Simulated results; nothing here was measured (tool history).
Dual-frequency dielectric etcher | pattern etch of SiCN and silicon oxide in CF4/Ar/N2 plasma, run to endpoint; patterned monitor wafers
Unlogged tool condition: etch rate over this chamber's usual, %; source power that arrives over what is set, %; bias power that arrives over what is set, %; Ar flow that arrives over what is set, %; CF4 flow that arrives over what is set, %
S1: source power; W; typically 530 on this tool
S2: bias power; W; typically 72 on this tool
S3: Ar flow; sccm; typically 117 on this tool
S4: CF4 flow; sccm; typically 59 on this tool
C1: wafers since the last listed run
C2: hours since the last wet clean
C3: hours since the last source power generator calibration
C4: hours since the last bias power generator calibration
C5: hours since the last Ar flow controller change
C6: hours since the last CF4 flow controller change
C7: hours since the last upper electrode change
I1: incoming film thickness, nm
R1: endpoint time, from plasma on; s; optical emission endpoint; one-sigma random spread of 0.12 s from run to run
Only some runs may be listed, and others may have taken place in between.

{"run": 1, "hour": 0.0, "S1": 530, "S2": 72, "S3": 117, "S4": 59, "C1": 0, "C2": 594.7, "C3": 2107.3, "C4": 10.3, "C5": 2771.3, "C6": 109.4, "C7": 0.5, "I1": 13.72, "R1": 15}
{"run": 2, "hour": 0.3, "S1": 460, "S2": 64, "S3": 124, "S4": 73, "C1": 2, "C2": 595, "C3": 2107.6, "C4": 10.6, "C5": 2771.6, "C6": 109.7, "C7": 0.8, "I1": 13.75, "R1": 17.4}
{"run": 3, "hour": 9.0, "S1": 470, "S2": 72, "S3": 125, "S4": 67, "C1": 83, "C2": 603.7, "C3": 2116.3, "C4": 19.3, "C5": 2780.3, "C6": 118.4, "C7": 9.5, "I1": 13.67, "R1": 16.8}
{"run": 4, "hour": 22.5, "S1": 560, "S2": 83, "S3": 96, "S4": 53, "C1": 129, "C2": 617.2, "C3": 2129.8, "C4": 32.8, "C5": 2793.8, "C6": 131.9, "C7": 23, "I1": 13.72, "R1": 13.4}
{"run": 5, "hour": 37.4, "S1": 660, "S2": 72, "S3": 117, "S4": 66, "C1": 143, "C2": 632.1, "C3": 2144.7, "C4": 47.7, "C5": 2808.7, "C6": 146.8, "C7": 37.9, "I1": 13.66, "R1": 12}
{"run": 6, "hour": 55.3, "S1": 420, "S2": 72, "S3": 117, "S4": 59, "C1": 172, "C2": 650, "C3": 2162.6, "C4": 65.6, "C5": 2826.6, "C6": 164.7, "C7": 55.8, "I1": 13.68, "R1": 18.6}
{"hour": 80.3, "done": "wet clean of the chamber"}
{"hour": 84.0, "done": "source power generator calibrated"}
{"hour": 90.2, "done": "Ar flow controller replaced"}
{"run": 7, "hour": 90.7, "S1": 410, "S2": 80, "S3": 131, "S4": 59, "C1": 16, "C2": 10.4, "C3": 6.7, "C4": 101, "C5": 0.5, "C6": 200.1, "C7": 91.2, "I1": 13.74, "R1": 19.1}
{"run": 8, "hour": 91.0, "S1": 530, "S2": 72, "S3": 117, "S4": 59, "C1": 2, "C2": 10.7, "C3": 7, "C4": 101.3, "C5": 0.8, "C6": 200.4, "C7": 91.5, "I1": 13.76, "R1": 15.8}
{"run": 9, "hour": 91.3, "S1": 530, "S2": 72, "S3": 117, "S4": 71, "C1": 2, "C2": 11, "C3": 7.3, "C4": 101.6, "C5": 1.1, "C6": 200.7, "C7": 91.8, "I1": 13.63, "R1": 15}
{"run": 10, "hour": 94.0, "S1": 530, "S2": 78, "S3": 108, "S4": 55, "C1": 25, "C2": 13.7, "C3": 10, "C4": 104.3, "C5": 3.8, "C6": 203.4, "C7": 94.5, "I1": 13.64, "R1": 15}
{"run": 11, "hour": 102.2, "S1": 530, "S2": 72, "S3": 117, "S4": 59, "C1": 78, "C2": 21.9, "C3": 18.2, "C4": 112.5, "C5": 12, "C6": 211.6, "C7": 102.7, "I1": 13.68, "R1": 15.4}
{"run": 12, "hour": 111.1, "S1": 530, "S2": 84, "S3": 128, "S4": 59, "C1": 85, "C2": 30.8, "C3": 27.1, "C4": 121.4, "C5": 20.9, "C6": 220.5, "C7": 111.6, "I1": 13.73, "R1": 14.8}
{"run": 13, "hour": 126.6, "S1": 530, "S2": 72, "S3": 117, "S4": 53, "C1": 149, "C2": 46.3, "C3": 42.6, "C4": 136.9, "C5": 36.4, "C6": 236, "C7": 127.1, "I1": 13.78, "R1": 16.1}
{"run": 14, "hour": 152.9, "S1": 460, "S2": 72, "S3": 117, "S4": 59, "C1": 253, "C2": 72.6, "C3": 68.9, "C4": 163.2, "C5": 62.7, "C6": 262.3, "C7": 153.4, "I1": 13.69, "R1": 17.8}
{"hour": 185.9, "done": "wet clean of the chamber, repeated, since the last time left the tool worse"}
{"run": 15, "hour": 186.4, "S1": 530, "S2": 72, "S3": 117, "S4": 59, "C1": 91, "C2": 0.5, "C3": 102.4, "C4": 196.7, "C5": 96.2, "C6": 295.8, "C7": 186.9, "I1": 13.53, "R1": 14.4}
{"run": 16, "hour": 186.7, "S1": 430, "S2": 59, "S3": 109, "S4": 59, "C1": 2, "C2": 0.8, "C3": 102.7, "C4": 197, "C5": 96.5, "C6": 296.1, "C7": 187.2, "I1": 13.72, "R1": 18.4}
{"run": 17, "hour": 191.3, "S1": 630, "S2": 72, "S3": 117, "S4": 51, "C1": 44, "C2": 5.4, "C3": 107.3, "C4": 201.6, "C5": 101.1, "C6": 300.7, "C7": 191.8, "I1": 13.81, "R1": 12.8}
{"run": 18, "hour": 198.7, "S1": 530, "S2": 72, "S3": 117, "S4": 59, "C1": 71, "C2": 12.8, "C3": 114.7, "C4": 209, "C5": 108.5, "C6": 308.1, "C7": 199.2, "I1": 13.75, "R1": 14.4}
{"run": 19, "hour": 210.9, "S1": 530, "S2": 72, "S3": 117, "S4": 59, "C1": 117, "C2": 25, "C3": 126.9, "C4": 221.2, "C5": 120.7, "C6": 320.3, "C7": 211.4, "I1": 13.67, "R1": 14.4}
{"run": 20, "hour": 220.3, "S1": 440, "S2": 72, "S3": 102, "S4": 65, "C1": 90, "C2": 34.4, "C3": 136.3, "C4": 230.6, "C5": 130.1, "C6": 329.7, "C7": 220.8, "I1": 13.59, "R1": 16.4}
{"run": 21, "hour": 232.4, "S1": 410, "S2": 55, "S3": 91, "S4": 65, "C1": 116, "C2": 46.5, "C3": 148.4, "C4": 242.7, "C5": 142.2, "C6": 341.8, "C7": 232.9, "I1": 13.76, "R1": 19.2}
{"run": 22, "hour": 247.8, "S1": 530, "S2": 60, "S3": 117, "S4": 67, "C1": 148, "C2": 61.9, "C3": 163.8, "C4": 258.1, "C5": 157.6, "C6": 357.2, "C7": 248.3, "I1": 13.75, "R1": 15.2}
{"run": 23, "hour": 257.0, "S1": 610, "S2": 72, "S3": 137, "S4": 53, "C1": 88, "C2": 71.1, "C3": 173, "C4": 267.3, "C5": 166.8, "C6": 366.4, "C7": 257.5, "I1": 13.76, "R1": 13.6}

Below are 5 alternative next runs, each starting from the tool's condition after run 23. Predict each:
{"run": "A", "hour": 257.4, "S1": 530, "S2": 67, "S3": 117, "S4": 59, "C1": 3, "C2": 71.5, "C3": 173.4, "C4": 267.7, "C5": 167.2, "C6": 366.8, "C7": 257.9, "I1": 13.91, "R1": "?"}
{"run": "B", "hour": 257.4, "S1": 410, "S2": 67, "S3": 101, "S4": 67, "C1": 3, "C2": 71.5, "C3": 173.4, "C4": 267.7, "C5": 167.2, "C6": 366.8, "C7": 257.9, "I1": 13.91, "R1": "?"}
{"run": "C", "hour": 257.4, "S1": 530, "S2": 72, "S3": 105, "S4": 59, "C1": 3, "C2": 71.5, "C3": 173.4, "C4": 267.7, "C5": 167.2, "C6": 366.8, "C7": 257.9, "I1": 13.91, "R1": "?"}
{"run": "D", "hour": 257.4, "S1": 530, "S2": 62, "S3": 117, "S4": 59, "C1": 3, "C2": 71.5, "C3": 173.4, "C4": 267.7, "C5": 167.2, "C6": 366.8, "C7": 257.9, "I1": 13.91, "R1": "?"}
{"run": "E", "hour": 257.4, "S1": 530, "S2": 59, "S3": 117, "S4": 59, "C1": 3, "C2": 71.5, "C3": 173.4, "C4": 267.7, "C5": 167.2, "C6": 366.8, "C7": 257.9, "I1": 13.91, "R1": "?"}

run=A R1=15.1
run=B R1=18.3
run=C R1=14.5
run=D R1=15.5
run=E R1=15.7
The same runs, with their run-to-run variation unchanged, on a tool lacking any hidden condition would have given:
run=A R1=15.1
run=B R1=18.3
run=C R1=14.5
run=D R1=15.5
run=E R1=15.8

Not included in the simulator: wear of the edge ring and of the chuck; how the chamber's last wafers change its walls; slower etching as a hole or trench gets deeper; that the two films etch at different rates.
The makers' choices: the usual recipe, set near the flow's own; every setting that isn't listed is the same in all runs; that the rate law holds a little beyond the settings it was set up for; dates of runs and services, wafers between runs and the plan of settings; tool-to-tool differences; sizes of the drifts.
